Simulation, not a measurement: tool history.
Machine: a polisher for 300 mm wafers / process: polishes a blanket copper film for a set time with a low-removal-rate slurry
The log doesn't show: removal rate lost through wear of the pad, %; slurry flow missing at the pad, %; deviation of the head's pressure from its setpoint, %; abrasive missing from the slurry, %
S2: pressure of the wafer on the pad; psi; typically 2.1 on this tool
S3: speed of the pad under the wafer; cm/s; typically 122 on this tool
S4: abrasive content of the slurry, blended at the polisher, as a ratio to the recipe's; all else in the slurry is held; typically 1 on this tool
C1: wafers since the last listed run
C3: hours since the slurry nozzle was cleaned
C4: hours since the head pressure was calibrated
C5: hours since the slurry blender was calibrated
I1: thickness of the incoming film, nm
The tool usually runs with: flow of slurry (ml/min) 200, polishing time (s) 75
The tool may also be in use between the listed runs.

run 1 day=0 | flow_of_slurry_(ml/min)=200 S2=2.1 S3=122 S4=1 polishing_time_(s)=75 | C1=0 wafers_polished_on_this_pad=775 C3=715.6 C4=1214.3 C5=173.6 | I1=667.5 | film_removed_(nm)=226.1
run 2 day=0.85 | flow_of_slurry_(ml/min)=200 S2=2.1 S3=122 S4=1 polishing_time_(s)=75 | C1=180 wafers_polished_on_this_pad=956 C3=736 C4=1234.7 C5=194 | I1=685.1 | film_removed_(nm)=225.4
-- day=1.204 worn pad replaced by a new one
run 3 day=2.029 | flow_of_slurry_(ml/min)=200 S2=2.1 S3=122 S4=1 polishing_time_(s)=75 | C1=214 wafers_polished_on_this_pad=174 C3=764.3 C4=1263 C5=222.3 | I1=675 | film_removed_(nm)=222
run 4 day=2.612 | flow_of_slurry_(ml/min)=200 S2=2.1 S3=122 S4=0.85 polishing_time_(s)=75 | C1=123 wafers_polished_on_this_pad=298 C3=778.3 C4=1277 C5=236.3 | I1=683.4 | film_removed_(nm)=209.9
run 5 day=3.65 | flow_of_slurry_(ml/min)=200 S2=2.1 S3=122 S4=1 polishing_time_(s)=75 | C1=220 wafers_polished_on_this_pad=518 C3=803.2 C4=1301.9 C5=261.2 | I1=687.3 | film_removed_(nm)=222.6
run 6 day=4.438 | flow_of_slurry_(ml/min)=200 S2=2.1 S3=122 S4=1 polishing_time_(s)=75 | C1=167 wafers_polished_on_this_pad=686 C3=822.1 C4=1320.8 C5=280.1 | I1=676.8 | film_removed_(nm)=219.7
run 7 day=5.096 | flow_of_slurry_(ml/min)=200 S2=2.1 S3=122 S4=1 polishing_time_(s)=75 | C1=139 wafers_polished_on_this_pad=825 C3=837.9 C4=1336.6 C5=295.9 | I1=685.2 | film_removed_(nm)=222.2
-- day=5.671 worn pad replaced by a new one
run 8 day=6.033 | flow_of_slurry_(ml/min)=200 S2=2.1 S3=122 S4=1 polishing_time_(s)=75 | C1=163 wafers_polished_on_this_pad=76 C3=860.4 C4=1359.1 C5=318.4 | I1=687.6 | film_removed_(nm)=213.3
run 9 day=7.058 | flow_of_slurry_(ml/min)=200 S2=2.1 S3=122 S4=1 polishing_time_(s)=75 | C1=217 wafers_polished_on_this_pad=294 C3=885 C4=1383.7 C5=343 | I1=673.3 | film_removed_(nm)=213.5
-- day=7.738 head pressure recalibrated
run 10 day=7.979 | flow_of_slurry_(ml/min)=200 S2=2.1 S3=122 S4=1 polishing_time_(s)=75 | C1=177 wafers_polished_on_this_pad=472 C3=907.1 C4=5.8 C5=365.1 | I1=686.5 | film_removed_(nm)=213.8
run 11 day=9.392 | flow_of_slurry_(ml/min)=200 S2=2.1 S3=122 S4=1 polishing_time_(s)=75 | C1=299 wafers_polished_on_this_pad=772 C3=941 C4=39.7 C5=399 | I1=681.7 | film_removed_(nm)=209.9
-- day=9.829 worn pad replaced by a new one
-- day=10.383 slurry nozzle cleaned
run 12 day=10.471 | flow_of_slurry_(ml/min)=220 S2=2.1 S3=122 S4=1 polishing_time_(s)=75 | C1=184 wafers_polished_on_this_pad=127 C3=2.1 C4=65.6 C5=424.9 | I1=676.2 | film_removed_(nm)=206.5
-- day=10.942 slurry blender recalibrated
run 13 day=11.742 | flow_of_slurry_(ml/min)=200 S2=2.1 S3=152 S4=1 polishing_time_(s)=75 | C1=252 wafers_polished_on_this_pad=379 C3=32.6 C4=96.1 C5=19.2 | I1=674.3 | film_removed_(nm)=272.5
run 14 day=13 | flow_of_slurry_(ml/min)=200 S2=2.1 S3=154 S4=1 polishing_time_(s)=75 | C1=267 wafers_polished_on_this_pad=646 C3=62.8 C4=126.3 C5=49.4 | I1=680.3 | film_removed_(nm)=275.2
run 15 day=13.921 | flow_of_slurry_(ml/min)=200 S2=1.5 S3=136 S4=0.8 polishing_time_(s)=56 | C1=195 wafers_polished_on_this_pad=842 C3=84.9 C4=148.4 C5=71.5 | I1=668.8 | film_removed_(nm)=124.8
-- day=14.771 worn pad replaced by a new one
run 16 day=14.833 | flow_of_slurry_(ml/min)=180 S2=1.7 S3=122 S4=0.7 polishing_time_(s)=93 | C1=158 wafers_polished_on_this_pad=13 C3=106.8 C4=170.3 C5=93.4 | I1=678.2 | film_removed_(nm)=205.4
run 17 day=15.746 | flow_of_slurry_(ml/min)=200 S2=2.1 S3=122 S4=1 polishing_time_(s)=75 | C1=193 wafers_polished_on_this_pad=207 C3=128.7 C4=192.2 C5=115.3 | I1=682.1 | film_removed_(nm)=226
run 18 day=16.271 | flow_of_slurry_(ml/min)=220 S2=2.1 S3=122 S4=1 polishing_time_(s)=75 | C1=111 wafers_polished_on_this_pad=318 C3=141.3 C4=204.8 C5=127.9 | I1=685.5 | film_removed_(nm)=228.5
run 19 day=17.038 | flow_of_slurry_(ml/min)=170 S2=1.6 S3=122 S4=1 polishing_time_(s)=53 | C1=162 wafers_polished_on_this_pad=481 C3=159.7 C4=223.2 C5=146.3 | I1=682.9 | film_removed_(nm)=121.5
-- day=19.583 worn pad replaced by a new one
run 20 day=19.733 | flow_of_slurry_(ml/min)=200 S2=2.1 S3=122 S4=1 polishing_time_(s)=55 | C1=536 wafers_polished_on_this_pad=31 C3=224.4 C4=287.9 C5=211 | I1=677.3 | film_removed_(nm)=163.9
run 21 day=20.883 | flow_of_slurry_(ml/min)=200 S2=2.1 S3=122 S4=1 polishing_time_(s)=75 | C1=244 wafers_polished_on_this_pad=275 C3=252 C4=315.5 C5=238.6 | I1=676.2 | film_removed_(nm)=220.2
run 22 day=21.617 | flow_of_slurry_(ml/min)=200 S2=2.1 S3=122 S4=1 polishing_time_(s)=75 | C1=155 wafers_polished_on_this_pad=431 C3=269.6 C4=333.1 C5=256.2 | I1=677.4 | film_removed_(nm)=222.8

Below are 3 alternative next runs, each starting from the tool's condition after run 22. Predict each:
run A day=21.633 | flow_of_slurry_(ml/min)=200 S2=2.1 S3=122 S4=1 polishing_time_(s)=75 | C1=3 wafers_polished_on_this_pad=434 C3=270 C4=333.5 C5=256.6 | I1=677.8 | film_removed_(nm)=?
run B day=21.633 | flow_of_slurry_(ml/min)=200 S2=2.1 S3=122 S4=1 polishing_time_(s)=90 | C1=3 wafers_polished_on_this_pad=434 C3=270 C4=333.5 C5=256.6 | I1=677.8 | film_removed_(nm)=?
run C day=21.633 | flow_of_slurry_(ml/min)=200 S2=2.1 S3=122 S4=1.25 polishing_time_(s)=75 | C1=3 wafers_polished_on_this_pad=434 C3=270 C4=333.5 C5=256.6 | I1=677.8 | film_removed_(nm)=?

run=A film_removed_(nm)=219.3
run=B film_removed_(nm)=263.1
run=C film_removed_(nm)=232.6
Had the tool no hidden state, the same runs would have come out as:
run=A film_removed_(nm)=230.5
run=B film_removed_(nm)=276.7
run=C film_removed_(nm)=244.9

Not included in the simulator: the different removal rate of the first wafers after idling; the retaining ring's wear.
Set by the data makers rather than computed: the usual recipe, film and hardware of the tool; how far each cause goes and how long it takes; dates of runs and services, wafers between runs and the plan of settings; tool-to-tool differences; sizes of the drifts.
